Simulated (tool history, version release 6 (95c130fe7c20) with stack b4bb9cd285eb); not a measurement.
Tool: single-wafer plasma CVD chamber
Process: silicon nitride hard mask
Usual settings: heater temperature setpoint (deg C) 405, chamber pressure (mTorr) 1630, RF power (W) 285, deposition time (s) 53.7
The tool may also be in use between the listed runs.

run	day	heater temperature setpoint (deg C)	chamber pressure (mTorr)	RF power (W)	deposition time (s)	read-back reference wafer on the same gauge, thickness_nm	mean film thickness on the monitor wafer (Å)
1	0.000	413	1630	285	61.5	55.277	689.99
2	1.404	405	1500	320	53.7	55.323	624.52
3	2.621	405	1630	285	53.7	55.328	600.14
4	3.846	405	1630	285	53.7	55.288	601.84
5	5.192	405	1630	285	53.7	55.269	601.71
6	7.479	405	1630	285	53.7	55.291	601.30
7	10.196	405	1630	285	53.7	55.298	600.85
8	11.988	405	1630	285	53.7	55.300	602.03
9	14.671	405	1630	285	53.7	55.313	602.79
10	16.821	405	1630	285	53.7	55.295	600.37
11	19.179	405	1630	285	57.1	55.286	638.83
12	25.925	405	1630	285	57.1	55.290	639.77
# day 26.754: thermocouple changed; heater temperature recalibrated
13	28.904	405	1940	240	53.7	55.302	576.16
14	31.546	405	1820	340	53.7	55.264	674.51
15	34.292	405	1630	285	45.3	55.358	506.69
# day 35.988: gauge calibrated
16	36.242	391	1630	285	58.7	55.312	657.09
# day 38.917: showerhead replaced
17	38.938	418	1790	235	60.8	55.332	622.95
18	41.096	405	1630	325	60.6	55.259	723.56
# day 41.725: capacitance manometer re-zeroed and calibrated
# day 42.908: RF generator calibrated
19	43.425	405	1630	285	53.7	55.242	606.36
20	45.550	405	1630	285	61.4	55.314	692.71
21	47.829	405	1630	285	53.7	55.301	607.48
22	50.142	405	1630	255	62.8	55.304	669.75
23	52.833	405	1630	285	53.7	55.257	607.85
24	54.938	409	2020	325	53.7	55.298	680.06

The tool's hidden state at each run:
wafer temperature above the value expected at the setpoint (K): 0 in every run
true pressure above the setpoint (%): 0 in every run
gauge reads high (%): 0 in every run
H1: delivered RF power above the setpoint (%)
run	H1
1	-1.98
2	-2.04
3	-2.09
4	-2.13
5	-2.19
6	-2.27
7	-2.38
8	-2.45
9	-2.55
10	-2.64
11	-2.73
12	-2.99
13	-3.11
14	-3.21
15	-3.32
16	-3.39
17	-3.5
18	-3.58
19	-0.741
20	-0.824
21	-0.912
22	-1
23	-1.11
24	-1.19
